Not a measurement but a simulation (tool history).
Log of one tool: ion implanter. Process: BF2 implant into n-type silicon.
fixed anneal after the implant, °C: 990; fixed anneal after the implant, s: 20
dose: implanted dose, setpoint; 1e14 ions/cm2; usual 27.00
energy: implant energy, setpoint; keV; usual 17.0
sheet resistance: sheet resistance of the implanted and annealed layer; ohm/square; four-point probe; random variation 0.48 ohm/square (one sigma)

| run | hour | dose | energy | wafers since the last listed run | hours since the last dose calibration | hours since the extraction supply was calibrated | hours since the gauge calibration | read-back reference wafer on the same gauge, sheet resistance | sheet resistance |
|---|---|---|---|---|---|---|---|---|---|
| 1 | 0.0 | 27.00 | 17.0 | 0 | 323.9 | 1595.7 | 799.3 | 172.98 | 184.50 |
| 2 | 37.9 | 27.00 | 17.0 | 606 | 361.8 | 1633.6 | 837.2 | 172.96 | 184.17 |
| 3 | 73.7 | 27.00 | 17.0 | 572 | 397.6 | 1669.4 | 873.0 | 173.07 | 184.26 |
| 4 | 109.5 | 27.00 | 20.5 | 572 | 433.4 | 1705.2 | 908.8 | 172.95 | 169.23 |
|  | 114.2 | gauge calibrated |
| 5 | 186.0 | 27.00 | 17.0 | 1223 | 509.9 | 1781.7 | 71.8 | 172.78 | 184.59 |
| 6 | 247.8 | 27.00 | 17.0 | 988 | 571.7 | 1843.5 | 133.6 | 173.09 | 184.55 |
| 7 | 276.1 | 27.00 | 17.0 | 452 | 600.0 | 1871.8 | 161.9 | 173.08 | 183.94 |
| 8 | 345.7 | 27.00 | 17.0 | 1113 | 669.6 | 1941.4 | 231.5 | 172.95 | 184.72 |
| 9 | 443.2 | 27.00 | 17.0 | 1559 | 767.1 | 2038.9 | 329.0 | 173.04 | 184.39 |
| 10 | 644.8 | 33.34 | 17.0 | 3224 | 968.7 | 2240.5 | 530.6 | 173.09 | 181.70 |
|  | 684.5 | extraction supply calibrated |
| 11 | 704.3 | 33.34 | 17.0 | 823 | 1028.2 | 19.8 | 590.1 | 172.95 | 178.77 |
| 12 | 750.9 | 33.34 | 17.0 | 745 | 1074.8 | 66.4 | 636.7 | 173.01 | 177.61 |
| 13 | 784.5 | 27.00 | 17.0 | 537 | 1108.4 | 100.0 | 670.3 | 173.16 | 181.07 |
| 14 | 812.8 | 29.68 | 13.0 | 452 | 1136.7 | 128.3 | 698.6 | 172.99 | 202.13 |
| 15 | 842.6 | 27.00 | 21.0 | 476 | 1166.5 | 158.1 | 728.4 | 172.83 | 165.52 |
| 16 | 866.9 | 27.00 | 20.5 | 388 | 1190.8 | 182.4 | 752.7 | 172.90 | 166.90 |
|  | 881.4 | Faraday cup replaced and dose calibrated |
| 17 | 1078.2 | 29.05 | 13.0 | 3251 | 196.8 | 393.7 | 964.0 | 173.02 | 202.56 |
| 18 | 1140.7 | 20.28 | 14.0 | 999 | 259.3 | 456.2 | 1026.5 | 172.99 | 203.87 |
|  | 1191.3 | gauge calibrated |
| 19 | 1210.6 | 27.00 | 17.0 | 1118 | 329.2 | 526.1 | 19.3 | 173.01 | 182.63 |
| 20 | 1264.6 | 30.92 | 22.0 | 863 | 383.2 | 580.1 | 73.3 | 172.93 | 160.14 |
| 21 | 1331.3 | 22.16 | 19.0 | 1066 | 449.9 | 646.8 | 140.0 | 173.01 | 177.85 |
| 22 | 1360.1 | 21.61 | 18.5 | 460 | 478.7 | 675.6 | 168.8 | 173.02 | 179.62 |
| 23 | 1396.0 | 22.16 | 19.0 | 574 | 514.6 | 711.5 | 204.7 | 172.96 | 177.75 |
| 24 | 1437.4 | 21.65 | 21.0 | 662 | 556.0 | 752.9 | 246.1 | 172.78 | 168.81 |
| 25 | 1501.8 | 31.33 | 21.5 | 1030 | 620.4 | 817.3 | 310.5 | 173.08 | 162.24 |

Forecast each of these 3 alternatives for the next run:
| A | 1502.2 | 29.55 | 17.0 | 6 | 620.8 | 817.7 | 310.9 | ? | ? |
| B | 1502.2 | 21.71 | 12.0 | 6 | 620.8 | 817.7 | 310.9 | ? | ? |
| C | 1502.2 | 20.89 | 19.0 | 6 | 620.8 | 817.7 | 310.9 | ? | ? |

| run | read-back reference wafer on the same gauge, sheet resistance | sheet resistance |
|---|---|---|
| A | 173.00 | 181.97 |
| B | 173.00 | 217.50 |
| C | 173.00 | 178.93 |
Without the tool's hidden state the same runs would have given:
| run | sheet resistance |
|---|---|
| A | 180.44 |
| B | 215.87 |
| C | 177.34 |
